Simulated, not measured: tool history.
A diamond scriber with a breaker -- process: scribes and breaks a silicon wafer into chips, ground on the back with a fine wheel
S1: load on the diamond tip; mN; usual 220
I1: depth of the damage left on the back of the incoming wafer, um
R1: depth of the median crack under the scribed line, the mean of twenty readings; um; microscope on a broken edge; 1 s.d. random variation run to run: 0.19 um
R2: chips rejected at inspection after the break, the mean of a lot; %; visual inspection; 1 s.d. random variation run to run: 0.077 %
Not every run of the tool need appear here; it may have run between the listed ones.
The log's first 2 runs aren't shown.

run	hour	S1	I1	R1	R2
3	146.2	220	1.69	10.74	1.68
4	247.3	195	2.50	10.07	5.35
5	283.3	195	1.73	10.25	4.56
6	382.5	195	1.95	9.95	5.09
7	422.6	220	1.68	10.49	1.84
8	529.5	249	2.30	11.45	2.08
9	607.7	249	2.43	11.29	2.11
10	681.9	249	2.42	11.33	2.00
# hour 689.7: diamond tip replaced by a new one
11	752.0	220	2.46	10.75	3.19
12	849.7	180	2.76	9.16	12.00
13	946.9	180	2.45	9.25	12.08
14	1044.5	180	1.99	9.04	11.11
# hour 1088.9: load on the tip recalibrated
15	1105.4	174	1.71	9.50	7.02
16	1178.5	220	2.71	11.11	2.39
17	1269.7	239	2.00	11.82	1.95
18	1383.7	253	2.86	11.92	3.34
19	1428.9	269	1.51	12.47	4.17
# hour 1491.0: diamond tip replaced by a new one
20	1528.2	281	2.67	12.64	5.73
21	1614.3	250	2.99	11.82	3.59
22	1652.2	162	2.10	9.30	13.08
23	1707.5	220	2.41	10.87	2.31

Run 24 has not been measured yet. What should we expect?
24	1803.8	220	2.44	?	?

Run 24 measured R1 10.80 um, R2 2.34 %.
Take away the tool's hidden state, keep the run-to-run variation as it was, and the same run would have given R1 11.20 um, R2 1.91 %.
